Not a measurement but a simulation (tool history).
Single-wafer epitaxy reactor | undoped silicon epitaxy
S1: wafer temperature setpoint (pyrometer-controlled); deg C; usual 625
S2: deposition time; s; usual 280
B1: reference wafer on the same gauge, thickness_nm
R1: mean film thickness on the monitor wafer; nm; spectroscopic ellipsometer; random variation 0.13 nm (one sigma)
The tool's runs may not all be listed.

run,hour,S1,S2,B1,R1
1,0,625,266,29.103,22.872
2,15.7,625,280,29.14,23.8
3,40.2,625,267,29.093,22.585
4,72.8,625,267,29.092,22.49
5,104,625,267,29.113,22.73
6,128.3,618,280,29.089,20.365
7,142.2,614,280,29.092,18.657
8,155.8,614,280,29.065,18.718
9,176.4,631,311,29.1,29.519
10,211.5,632,280,29.083,26.953
11,245.7,632,280,29.082,26.574
# hour 278.3: pyrometer calibrated
12,278.8,625,280,29.095,25.028
13,286.8,625,280,29.119,25.165
# hour 327.6: gauge calibrated
14,337.8,636,280,29.119,30.992
15,356.6,625,280,29.07,24.928
16,370.8,613,280,29.117,19.428
17,386.6,620,333,29.126,26.801
18,407,638,300,29.126,34.843
19,429.5,621,298,29.068,24.477
20,452.8,625,280,29.134,24.91
21,466.3,620,301,29.12,24.231
22,498.2,625,280,29.118,25.049
23,544.3,612,261,29.084,17.744
24,560.3,625,280,29.102,24.822
25,584.2,639,280,29.117,32.802

Forecast each of these 3 alternatives for the next run:
A,584.7,625,243,?,?
B,584.7,619,241,?,?
C,584.7,617,280,?,?

run,B1,R1
A,29.124,21.562
B,29.124,18.92
C,29.124,21.096
Without the tool's hidden state the same runs would have given:
run,R1
A,21.91
B,19.229
C,21.442

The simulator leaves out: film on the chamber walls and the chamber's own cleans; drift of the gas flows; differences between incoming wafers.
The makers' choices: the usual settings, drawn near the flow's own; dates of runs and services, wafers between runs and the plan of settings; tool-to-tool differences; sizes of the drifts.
